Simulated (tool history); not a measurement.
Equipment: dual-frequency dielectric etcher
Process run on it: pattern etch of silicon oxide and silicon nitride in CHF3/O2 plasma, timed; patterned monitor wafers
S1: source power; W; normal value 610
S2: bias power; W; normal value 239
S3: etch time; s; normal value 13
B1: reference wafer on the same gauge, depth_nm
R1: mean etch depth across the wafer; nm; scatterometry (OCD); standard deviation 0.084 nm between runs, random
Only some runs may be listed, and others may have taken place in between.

Run 1, hour 0: usual settings; B1 16.78. Result: R1 19.84 nm.
Run 2, hour 13.8: usual settings but S1 650 W; B1 16.78. Result: R1 20.16 nm.
Run 3, hour 22: usual settings but S1 650 W; B1 16.79. Result: R1 20.32 nm.
Run 4, hour 71.6: usual settings but S1 650 W; B1 16.79. Result: R1 20.51 nm.
Run 5, hour 78.1: usual settings but S3 16 s; B1 16.81. Result: R1 24.56 nm.
Run 6, hour 90.5: usual settings; B1 16.8. Result: R1 20.07 nm.
At hour 104.1: source power generator calibrated.
Run 7, hour 107.9: usual settings; B1 16.81. Result: R1 19.98 nm.
Run 8, hour 120.6: usual settings; B1 16.79. Result: R1 19.93 nm.
At hour 129.8: bias power generator calibrated.
At hour 150.4: gauge calibrated.
At hour 152.4: upper electrode replaced.
Run 9, hour 152.9: usual settings; B1 16.8. Result: R1 20.1 nm.
Run 10, hour 153.3: usual settings; B1 16.79. Result: R1 19.97 nm.
Run 11, hour 161.2: usual settings; B1 16.82. Result: R1 19.97 nm.
At hour 199.6: wet clean of the chamber.
Run 12, hour 200.1: usual settings but S2 186 W, S3 10.5 s; B1 16.81. Result: R1 14.31 nm.
Run 13, hour 205.7: usual settings; B1 16.82. Result: R1 19.43 nm.
Run 14, hour 211.8: usual settings but S2 267 W, S3 10.5 s; B1 16.8. Result: R1 16.29 nm.
Run 15, hour 225.6: usual settings but S1 750 W, S2 223 W, S3 9 s; B1 16.81. Result: R1 14.18 nm.
Run 16, hour 235.2: usual settings; B1 16.79. Result: R1 19.48 nm.
Run 17, hour 242: usual settings but S1 650 W; B1 16.81. Result: R1 19.83 nm.
Run 18, hour 251.1: usual settings but S1 520 W, S2 288 W, S3 9 s; B1 16.82. Result: R1 13.5 nm.
Run 19, hour 259: usual settings but S1 530 W, S2 258 W, S3 11 s; B1 16.79. Result: R1 16.05 nm.
Run 20, hour 274.5: usual settings but S2 197 W, S3 16 s; B1 16.78. Result: R1 22.47 nm.

4 options for the next run, each taken on its own from the tool as it stands now. Forecast them:
Run A, hour 274.9: usual settings; B1 ?. Result: R1 ?.
Run B, hour 274.9: usual settings but S1 550 W, S2 264 W, S3 15.5 s; B1 ?. Result: R1 ?.
Run C, hour 274.9: usual settings but S1 570 W, S2 284 W; B1 ?. Result: R1 ?.
Run D, hour 274.9: usual settings but S1 500 W, S2 199 W, S3 11 s; B1 ?. Result: R1 ?.

run    B1     R1
  A  16.8   19.4
  B  16.8  23.05
  C  16.8  20.09
  D  16.8  14.36
Without the tool's hidden state the same runs would have given:
run     R1
  A  19.09
  B  22.68
  C  19.77
  D  14.13

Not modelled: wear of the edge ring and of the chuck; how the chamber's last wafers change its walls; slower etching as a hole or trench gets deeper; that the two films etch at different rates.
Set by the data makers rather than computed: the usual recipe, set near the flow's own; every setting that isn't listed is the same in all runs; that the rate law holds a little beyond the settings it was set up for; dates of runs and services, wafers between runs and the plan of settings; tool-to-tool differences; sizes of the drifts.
